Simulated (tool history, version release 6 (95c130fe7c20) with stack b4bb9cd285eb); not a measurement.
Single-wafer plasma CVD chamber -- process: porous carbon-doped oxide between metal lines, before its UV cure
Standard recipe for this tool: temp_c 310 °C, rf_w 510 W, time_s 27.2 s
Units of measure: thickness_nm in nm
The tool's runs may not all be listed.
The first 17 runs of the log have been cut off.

run    hour  temp_c  rf_w  time_s  wafers since the last listed run  hours since the last thermocouple change  hours since the last RF generator calibration  hours since the showerhead was replaced  hours since the gauge calibration  read-back reference wafer on the same gauge, thickness_nm  thickness_nm
 18   820.9     303   600    27.2                              2323                                     653.2                                          646.5                                   4339.6                              220.8                                                    135.889       176.517
 19   877.2     310   510    27.2                              1865                                     709.5                                          702.8                                   4395.9                              277.1                                                    136.081       152.691
      907.5  -- showerhead replaced, of another model than before
 20   980.6     306   475    24.8                              3161                                     812.9                                          806.2                                     73.1                              380.5                                                    135.996       138.821
     1008.8  -- RF generator calibrated
 21  1047.7     300   440    31.5                              1958                                     880.0                                           38.9                                    140.2                              447.6                                                    135.868       175.017
 22  1077.2     301   510    32.2                               977                                     909.5                                           68.4                                    169.7                              477.1                                                    136.060       191.094
     1086.7  -- thermocouple changed; heater temperature recalibrated
 23  1169.4     310   420    22.6                              2790                                      82.7                                          160.6                                    261.9                              569.3                                                    136.000       116.148
 24  1220.5     310   510    27.2                              1693                                     133.8                                          211.7                                    313.0                              620.4                                                    135.907       152.476
 25  1267.4     296   510    25.7                              1554                                     180.7                                          258.6                                    359.9                              667.3                                                    135.942       154.883
 26  1316.1     310   510    27.2                              1613                                     229.4                                          307.3                                    408.6                              716.0                                                    136.048       152.439
 27  1354.1     310   510    27.2                              1259                                     267.4                                          345.3                                    446.6                              754.0                                                    135.965       152.350
 28  1401.6     310   510    27.2                              1574                                     314.9                                          392.8                                    494.1                              801.5                                                    135.992       152.380
 29  1457.5     301   510    32.2                              1852                                     370.8                                          448.7                                    550.0                              857.4                                                    135.929       188.710
     1457.8  -- gauge calibrated
 30  1527.5     310   430    27.2                              2319                                     440.8                                          518.7                                    620.0                               69.7                                                    135.875       140.623
 31  1596.7     302   480    25.7                              2293                                     510.0                                          587.9                                    689.2                              138.9                                                    136.062       145.630
 32  1624.9     310   510    27.2                               934                                     538.2                                          616.1                                    717.4                              167.1                                                    136.024       153.261

Each row is a separate what-if for the run after 32, all from the same tool condition, not one after another. Results?
  A  1625.3     310   510    27.2                                13                                     538.6                                          616.5                                    717.8                              167.5                                                          ?             ?
  B  1625.3     310   510    21.8                                13                                     538.6                                          616.5                                    717.8                              167.5                                                          ?             ?
  C  1625.3     325   555    27.2                                13                                     538.6                                          616.5                                    717.8                              167.5                                                          ?             ?
  D  1625.3     310   460    25.6                                13                                     538.6                                          616.5                                    717.8                              167.5                                                          ?             ?

run  read-back reference wafer on the same gauge, thickness_nm  thickness_nm
  A                                                    136.159       153.402
  B                                                    136.159       123.848
  C                                                    136.159       149.367
  D                                                    136.159       137.504
Take away the tool's hidden state, keep each run's random variation, and the runs would have read:
run  thickness_nm
  A       151.895
  B       122.631
  C       148.034
  D       136.153

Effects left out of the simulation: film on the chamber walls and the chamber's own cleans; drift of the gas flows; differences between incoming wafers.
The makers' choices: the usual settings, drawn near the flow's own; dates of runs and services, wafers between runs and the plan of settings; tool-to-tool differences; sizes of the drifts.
